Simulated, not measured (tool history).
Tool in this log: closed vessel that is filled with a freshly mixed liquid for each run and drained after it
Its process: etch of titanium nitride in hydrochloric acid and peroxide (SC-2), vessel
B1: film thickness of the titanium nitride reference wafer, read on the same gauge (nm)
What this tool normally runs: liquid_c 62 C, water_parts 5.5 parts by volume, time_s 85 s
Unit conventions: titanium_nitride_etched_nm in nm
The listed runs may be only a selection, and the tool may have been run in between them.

Run 1, day 0: usual settings but liquid_c 57.5 C, time_s 115 s; B1 89.99. Result: titanium_nitride_etched_nm 5.36 nm.
Run 2, day 1.138: usual settings but liquid_c 57.5 C, time_s 115 s; B1 90.04. Result: titanium_nitride_etched_nm 5.28 nm.
Run 3, day 1.65: usual settings but liquid_c 57.5 C, time_s 115 s; B1 90. Result: titanium_nitride_etched_nm 5.27 nm.
Run 4, day 2.671: usual settings but time_s 65 s; B1 90.04. Result: titanium_nitride_etched_nm 3.98 nm.
Run 5, day 3.554: usual settings but time_s 65 s; B1 89.99. Result: titanium_nitride_etched_nm 3.95 nm.
Run 6, day 4.558: usual settings but time_s 100 s; B1 90.01. Result: titanium_nitride_etched_nm 6.05 nm.
At day 4.767: gauge calibrated.
Run 7, day 5.792: usual settings but time_s 60 s; B1 89.99. Result: titanium_nitride_etched_nm 3.65 nm.
At day 5.833: new drum of peroxide connected.
Run 8, day 6.358: usual settings but time_s 60 s; B1 90.01. Result: titanium_nitride_etched_nm 3.87 nm.
At day 7.762: chemicals flow meter replaced.
Run 9, day 7.779: usual settings; B1 89.99. Result: titanium_nitride_etched_nm 5.38 nm.
Run 10, day 8.812: usual settings; B1 89.99. Result: titanium_nitride_etched_nm 5.53 nm.
At day 9.925: thermometer replaced.
Run 11, day 10.029: usual settings but liquid_c 54 C, water_parts 8 parts by volume; B1 90. Result: titanium_nitride_etched_nm 2.43 nm.
Run 12, day 10.996: usual settings but water_parts 8 parts by volume; B1 90.01. Result: titanium_nitride_etched_nm 4.07 nm.
Run 13, day 12.004: usual settings but liquid_c 52.5 C; B1 90.02. Result: titanium_nitride_etched_nm 2.98 nm.
At day 12.271: gauge calibrated.
Run 14, day 13.242: usual settings but liquid_c 59 C, time_s 100 s; B1 90.01. Result: titanium_nitride_etched_nm 5.31 nm.

What will run 15 give?
Run 15, day 13.754: usual settings but time_s 130 s; B1 ?. Result: titanium_nitride_etched_nm ?.

Run 15 yielded B1 90.01, titanium_nitride_etched_nm 8.2 nm.
With no hidden state in the tool, this same run would have given titanium_nitride_etched_nm 8.36 nm.

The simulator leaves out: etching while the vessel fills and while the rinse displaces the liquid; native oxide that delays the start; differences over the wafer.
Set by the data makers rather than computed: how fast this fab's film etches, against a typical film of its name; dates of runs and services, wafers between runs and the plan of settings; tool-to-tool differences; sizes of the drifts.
